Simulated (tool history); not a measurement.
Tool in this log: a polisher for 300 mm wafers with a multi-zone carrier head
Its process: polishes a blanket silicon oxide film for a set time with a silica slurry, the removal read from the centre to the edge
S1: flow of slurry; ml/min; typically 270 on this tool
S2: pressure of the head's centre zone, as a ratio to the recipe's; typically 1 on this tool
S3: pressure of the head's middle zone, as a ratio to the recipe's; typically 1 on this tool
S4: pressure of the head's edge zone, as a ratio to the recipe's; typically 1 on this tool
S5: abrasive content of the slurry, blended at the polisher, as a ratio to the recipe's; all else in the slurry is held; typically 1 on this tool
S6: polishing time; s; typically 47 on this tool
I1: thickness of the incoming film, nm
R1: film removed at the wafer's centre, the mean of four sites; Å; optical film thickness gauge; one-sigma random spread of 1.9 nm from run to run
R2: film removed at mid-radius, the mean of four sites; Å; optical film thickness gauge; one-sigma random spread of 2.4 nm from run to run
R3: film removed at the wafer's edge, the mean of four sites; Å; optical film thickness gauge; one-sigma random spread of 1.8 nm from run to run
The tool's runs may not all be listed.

run	hour	S1	S2	S3	S4	S5	S6	I1	R1	R2	R3
1	0	270	1	1	1.06	1	47	1086.2	2231	2209	2267
2	13.3	270	1	1	1.06	1	47	1081	2211	2199	2255
3	30.9	270	1	1	1	1	47	1078.1	2155	2173	2175
4	44	270	1	1	1	1	47	1069	2146	2130	2191
5	51.7	270	1	0.93	1	0.95	47	1085.5	2117	1977	2107
# hour 60.6: worn pad replaced by a new one
6	65.3	270	1	1	1.09	1	59	1087.4	2811	2882	2879
7	80.8	270	1	1	1	1	47	1086.2	2235	2226	2239
8	89.2	270	0.95	1	1.09	1	47	1070.6	2090	2244	2272
9	97.2	270	1	1	1	1.1	57	1069.2	2731	2735	2708
# hour 106.8: edge zone pressure recalibrated
10	114.3	270	1	1	1	1	47	1088.3	2166	2178	2172
# hour 117.1: centre zone pressure recalibrated
11	124	230	1	1	1	1	47	1079.6	2079	2110	2102
# hour 129.3: slurry nozzle cleaned
12	136	295	1	1	1	0.9	47	1092.7	2265	2251	2194
# hour 142.6: worn pad replaced by a new one
13	151.2	270	1	0.94	1	1	47	1075.4	2401	2247	2351
14	163.3	180	0.9	0.93	1	0.7	47	1101.8	1846	1901	2014
15	172.5	270	1	1	1	1	55	1104.7	2792	2760	2696
16	187.8	270	1	1	0.94	1	47	1084.4	2351	2322	2245
17	196.2	270	1.04	1.04	0.95	0.7	47	1084.4	2162	2127	1999
18	202.5	270	1	0.96	1	1	47	1092.4	2277	2215	2263
19	210.7	315	1.04	1	1	1	47	1095	2432	2350	2302
# hour 217.1: worn pad replaced by a new one
20	218	270	1	1	0.94	1	47	1110	2380	2367	2287
21	229.2	320	1.09	1	1	1	47	1080.3	2570	2381	2343

Forecast each of these 4 alternatives for the next run:
A	229.6	270	1	1	1	1	47	1075.4	?	?	?
B	229.6	270	1	0.96	0.95	1.25	47	1075.4	?	?	?
C	229.6	215	1	1	1.04	1	47	1075.4	?	?	?
D	229.6	225	1	1	1	1	47	1075.4	?	?	?

run	R1	R2	R3
A	2355	2367	2295
B	2523	2454	2423
C	2274	2294	2270
D	2291	2310	2254
With no hidden state in the tool, these same runs would have given:
run	R1	R2	R3
A	2442	2450	2366
B	2617	2540	2498
C	2370	2385	2347
D	2385	2399	2329
